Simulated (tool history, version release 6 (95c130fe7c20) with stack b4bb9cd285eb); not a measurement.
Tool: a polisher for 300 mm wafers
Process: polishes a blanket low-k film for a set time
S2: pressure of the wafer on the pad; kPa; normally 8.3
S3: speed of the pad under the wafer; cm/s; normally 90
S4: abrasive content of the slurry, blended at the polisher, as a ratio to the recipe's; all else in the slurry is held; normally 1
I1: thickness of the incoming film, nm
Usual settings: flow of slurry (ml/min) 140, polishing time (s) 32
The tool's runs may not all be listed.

run 1 hour=0 | flow_of_slurry_(ml/min)=140 S2=8.3 S3=90 S4=0.85 polishing_time_(s)=32 | I1=558.6 | film_removed_(angstrom)=82
run 2 hour=34.7 | flow_of_slurry_(ml/min)=140 S2=8.3 S3=90 S4=0.85 polishing_time_(s)=32 | I1=563.1 | film_removed_(angstrom)=84
-- hour=54.4 worn pad replaced by a new one
run 3 hour=64.5 | flow_of_slurry_(ml/min)=140 S2=8.3 S3=90 S4=0.85 polishing_time_(s)=32 | I1=566.1 | film_removed_(angstrom)=82
run 4 hour=95.5 | flow_of_slurry_(ml/min)=140 S2=8.3 S3=90 S4=1 polishing_time_(s)=32 | I1=556 | film_removed_(angstrom)=88
run 5 hour=125.5 | flow_of_slurry_(ml/min)=140 S2=8.3 S3=90 S4=1.1 polishing_time_(s)=32 | I1=554.6 | film_removed_(angstrom)=93
-- hour=195.4 worn pad replaced by a new one
-- hour=201.8 slurry blender recalibrated
run 6 hour=208 | flow_of_slurry_(ml/min)=140 S2=8.3 S3=90 S4=1 polishing_time_(s)=32 | I1=569.8 | film_removed_(angstrom)=85
-- hour=226 slurry nozzle cleaned
run 7 hour=227.7 | flow_of_slurry_(ml/min)=140 S2=8.3 S3=90 S4=1 polishing_time_(s)=27 | I1=554.7 | film_removed_(angstrom)=75
run 8 hour=250.4 | flow_of_slurry_(ml/min)=140 S2=8.3 S3=90 S4=1 polishing_time_(s)=27 | I1=568.5 | film_removed_(angstrom)=75
-- hour=257.3 head pressure recalibrated
run 9 hour=270.5 | flow_of_slurry_(ml/min)=140 S2=8.3 S3=90 S4=1.25 polishing_time_(s)=32 | I1=558.4 | film_removed_(angstrom)=99
run 10 hour=285.3 | flow_of_slurry_(ml/min)=140 S2=8.3 S3=90 S4=1 polishing_time_(s)=32 | I1=563.2 | film_removed_(angstrom)=89
run 11 hour=302.7 | flow_of_slurry_(ml/min)=140 S2=8.3 S3=90 S4=1 polishing_time_(s)=32 | I1=560.2 | film_removed_(angstrom)=89
-- hour=315.6 worn pad replaced by a new one
run 12 hour=316.1 | flow_of_slurry_(ml/min)=190 S2=8.3 S3=90 S4=1 polishing_time_(s)=23 | I1=568.6 | film_removed_(angstrom)=67
-- hour=334.4 conditioning disc replaced and pad reconditioned
run 13 hour=343.8 | flow_of_slurry_(ml/min)=160 S2=8.3 S3=90 S4=1 polishing_time_(s)=32 | I1=561.8 | film_removed_(angstrom)=92
run 14 hour=376 | flow_of_slurry_(ml/min)=140 S2=8.3 S3=90 S4=1 polishing_time_(s)=32 | I1=560.2 | film_removed_(angstrom)=89
run 15 hour=389.8 | flow_of_slurry_(ml/min)=140 S2=6.2 S3=90 S4=1 polishing_time_(s)=36 | I1=556.9 | film_removed_(angstrom)=79
run 16 hour=408.4 | flow_of_slurry_(ml/min)=140 S2=6.9 S3=70 S4=1.2 polishing_time_(s)=37 | I1=559.4 | film_removed_(angstrom)=79
-- hour=459.9 worn pad replaced by a new one
run 17 hour=467.3 | flow_of_slurry_(ml/min)=140 S2=6.2 S3=90 S4=1 polishing_time_(s)=36 | I1=559.4 | film_removed_(angstrom)=78
-- hour=487.9 slurry nozzle cleaned
run 18 hour=495.2 | flow_of_slurry_(ml/min)=125 S2=6.2 S3=74 S4=1 polishing_time_(s)=37 | I1=564.7 | film_removed_(angstrom)=70
run 19 hour=563.5 | flow_of_slurry_(ml/min)=140 S2=8.3 S3=90 S4=1.25 polishing_time_(s)=39 | I1=547.4 | film_removed_(angstrom)=120
-- hour=573.7 worn pad replaced by a new one
run 20 hour=581.9 | flow_of_slurry_(ml/min)=175 S2=6.9 S3=90 S4=1 polishing_time_(s)=32 | I1=562 | film_removed_(angstrom)=82
run 21 hour=601.6 | flow_of_slurry_(ml/min)=140 S2=8.3 S3=90 S4=1 polishing_time_(s)=32 | I1=564.8 | film_removed_(angstrom)=88
run 22 hour=627.8 | flow_of_slurry_(ml/min)=110 S2=8.3 S3=90 S4=1 polishing_time_(s)=32 | I1=557 | film_removed_(angstrom)=84

Consider 3 possible next runs. They are alternatives, not a sequence: every one starts from the tool as it was left by run 22. What does each give?
run A hour=628.2 | flow_of_slurry_(ml/min)=140 S2=8.3 S3=90 S4=1 polishing_time_(s)=28 | I1=550.1 | film_removed_(angstrom)=?
run B hour=628.2 | flow_of_slurry_(ml/min)=185 S2=6.9 S3=114 S4=1 polishing_time_(s)=39 | I1=550.1 | film_removed_(angstrom)=?
run C hour=628.2 | flow_of_slurry_(ml/min)=180 S2=8.3 S3=90 S4=0.75 polishing_time_(s)=32 | I1=550.1 | film_removed_(angstrom)=?

run=A film_removed_(angstrom)=77
run=B film_removed_(angstrom)=119
run=C film_removed_(angstrom)=80
Without the tool's hidden state the same runs would have given:
run=A film_removed_(angstrom)=79
run=B film_removed_(angstrom)=121
run=C film_removed_(angstrom)=81

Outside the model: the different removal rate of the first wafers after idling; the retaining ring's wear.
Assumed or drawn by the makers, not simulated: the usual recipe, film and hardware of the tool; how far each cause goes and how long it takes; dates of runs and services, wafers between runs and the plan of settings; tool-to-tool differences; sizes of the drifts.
